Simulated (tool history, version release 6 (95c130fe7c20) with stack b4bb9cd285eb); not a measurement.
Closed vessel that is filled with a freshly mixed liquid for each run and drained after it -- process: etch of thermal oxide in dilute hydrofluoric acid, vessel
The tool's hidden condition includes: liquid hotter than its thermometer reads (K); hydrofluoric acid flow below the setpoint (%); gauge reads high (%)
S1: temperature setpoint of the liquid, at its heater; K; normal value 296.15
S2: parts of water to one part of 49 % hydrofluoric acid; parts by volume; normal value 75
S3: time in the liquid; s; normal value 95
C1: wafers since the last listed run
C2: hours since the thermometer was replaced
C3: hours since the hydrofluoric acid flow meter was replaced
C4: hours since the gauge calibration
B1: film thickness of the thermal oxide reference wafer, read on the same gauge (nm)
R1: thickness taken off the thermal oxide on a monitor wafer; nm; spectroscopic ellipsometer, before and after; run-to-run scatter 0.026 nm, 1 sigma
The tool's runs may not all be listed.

run	hour	S1	S2	S3	C1	C2	C3	C4	B1	R1
1	0.0	296.15	75	75	0	2281.1	1227.5	27.9	129.99	3.93
2	13.8	296.15	75	75	1681	2294.9	1241.3	41.7	129.99	3.99
3	22.9	296.15	75	80	1108	2304.0	1250.4	50.8	130.02	4.22
4	34.5	296.15	75	80	1413	2315.6	1262.0	62.4	130.03	4.20
5	41.5	296.15	75	120	852	2322.6	1269.0	69.4	129.99	6.34
6	50.9	294.65	75	95	1145	2332.0	1278.4	78.8	129.98	4.72
7	59.2	294.65	75	95	1011	2340.3	1286.7	87.1	129.98	4.68
8	75.9	299.15	45	110	2034	2357.0	1303.4	103.8	130.03	11.47
9	88.6	300.65	100	65	1547	2369.7	1316.1	116.5	129.99	2.95
10	99.4	296.15	75	95	1315	2380.5	1326.9	127.3	129.95	4.98
# hour 110.1: hydrofluoric acid flow meter replaced
11	113.4	296.15	75	95	1583	2394.5	3.3	141.3	129.99	4.62

Run 12 has not been measured yet. What should we expect?
12	124.9	296.15	75	115	1401	2406.0	14.8	152.8	?	?

{"run 12": {"B1": 130.02, "R1": 5.64}}
Were there no unlogged condition in the tool, this run, its random variation unchanged, would have produced R1 6.78 nm.
